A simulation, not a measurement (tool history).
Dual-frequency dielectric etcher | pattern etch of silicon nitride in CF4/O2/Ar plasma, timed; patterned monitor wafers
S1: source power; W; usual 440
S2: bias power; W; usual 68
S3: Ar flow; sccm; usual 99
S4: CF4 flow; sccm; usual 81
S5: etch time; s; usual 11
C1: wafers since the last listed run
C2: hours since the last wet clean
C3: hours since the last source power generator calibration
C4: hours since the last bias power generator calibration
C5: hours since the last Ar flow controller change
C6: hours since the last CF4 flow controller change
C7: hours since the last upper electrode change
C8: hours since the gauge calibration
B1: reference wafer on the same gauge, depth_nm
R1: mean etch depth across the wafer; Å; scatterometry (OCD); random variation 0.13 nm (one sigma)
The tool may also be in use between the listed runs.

run,day,S1,S2,S3,S4,S5,C1,C2,C3,C4,C5,C6,C7,C8,B1,R1
1,0,440,64,92,81,11,0,150.6,237.5,502.5,3429.8,216.5,4690.4,1790,23.59,197.5
2,2.721,440,58,111,81,11,927,215.9,302.8,567.8,3495.1,281.8,4755.7,1855.3,23.55,183.6
3,3.975,550,68,107,97,11,427,246,332.9,597.9,3525.2,311.9,4785.8,1885.4,23.61,242.7
# day 7.588: gauge calibrated
# day 9.258: upper electrode replaced
# day 11.917: wet clean of the chamber
4,11.938,440,58,111,81,11,2033,0.5,524,789,3716.3,503,64.3,104.4,23.62,182
# day 13.712: Ar flow controller replaced
5,14.129,440,68,99,93,11,662,53.1,576.6,841.6,10,555.6,116.9,157,23.61,200.4
6,16.875,440,68,111,81,11,936,119,642.5,907.5,75.9,621.5,182.8,222.9,23.6,194.2
7,18.217,440,68,109,81,8.5,457,151.2,674.7,939.7,108.1,653.7,215,255.1,23.62,150.7
8,19.612,410,68,99,81,11,475,184.7,708.2,973.2,141.6,687.2,248.5,288.6,23.62,187.6
9,21.925,440,68,99,81,11,788,240.2,763.7,1028.7,197.1,742.7,304,344.1,23.6,200.3
10,24.721,330,62,99,69,7.5,953,307.3,830.8,1095.8,264.2,809.8,371.1,411.2,23.62,101.1
11,26.2,440,68,113,81,9.5,504,342.8,866.3,1131.3,299.7,845.3,406.6,446.7,23.58,170
12,27.642,440,68,99,100,11,491,377.4,900.9,1165.9,334.3,879.9,441.2,481.3,23.57,205.5
13,28.996,440,68,107,74,8,461,409.9,933.4,1198.4,366.8,912.4,473.7,513.8,23.59,144.1
# day 30.446: wet clean of the chamber
14,30.871,540,68,111,81,11,298,10.2,978.4,1243.4,411.8,957.4,518.7,558.8,23.62,233.9
15,32.638,440,68,123,81,9,602,52.6,1020.8,1285.8,454.2,999.8,561.1,601.2,23.55,158.8
16,34.671,480,72,88,68,11,693,101.4,1069.6,1334.6,503,1048.6,609.9,650,23.58,220
17,36.542,440,84,87,81,11,637,146.3,1114.5,1379.5,547.9,1093.5,654.8,694.9,23.57,216.4
18,37.725,440,68,99,81,11,403,174.7,1142.9,1407.9,576.3,1121.9,683.2,723.3,23.6,197.3
19,39.633,440,68,99,81,11,650,220.5,1188.7,1453.7,622.1,1167.7,729,769.1,23.59,199.3
# day 42.346: bias power generator calibrated
20,42.408,440,68,99,81,11,889,287.1,1255.3,1.5,688.7,1234.3,795.6,835.7,23.61,202

Hidden state or all else? Some run-to-run changes of R1, split into what the settings, what came in and random variation would give without the hidden state, and what is left for the hidden state (with any gauge scatter that isn't in both results):
The hidden state here: etch rate over this chamber's usual, %; source power that arrives over what is set, %; bias power that arrives over what is set, %; Ar flow that arrives over what is set, %; CF4 flow that arrives over what is set, %; gauge reads high (%).
Run 3 -> 4: S1 550 -> 440, S2 68 -> 58, S3 107 -> 111, S4 97 -> 81, gauge calibrated, upper electrode replaced, wet clean of the chamber. R1 -60.7 Å: hidden state -4.6, all else -56.1.
Run 9 -> 10: S1 440 -> 330, S2 68 -> 62, S4 81 -> 69, S5 11 -> 7.5. R1 -99.2 Å: hidden state -0.7, all else -98.5.
Run 13 -> 14: S1 440 -> 540, S3 107 -> 111, S4 74 -> 81, S5 8 -> 11, wet clean of the chamber. R1 +89.8 Å: hidden state -2.9, all else +92.7.
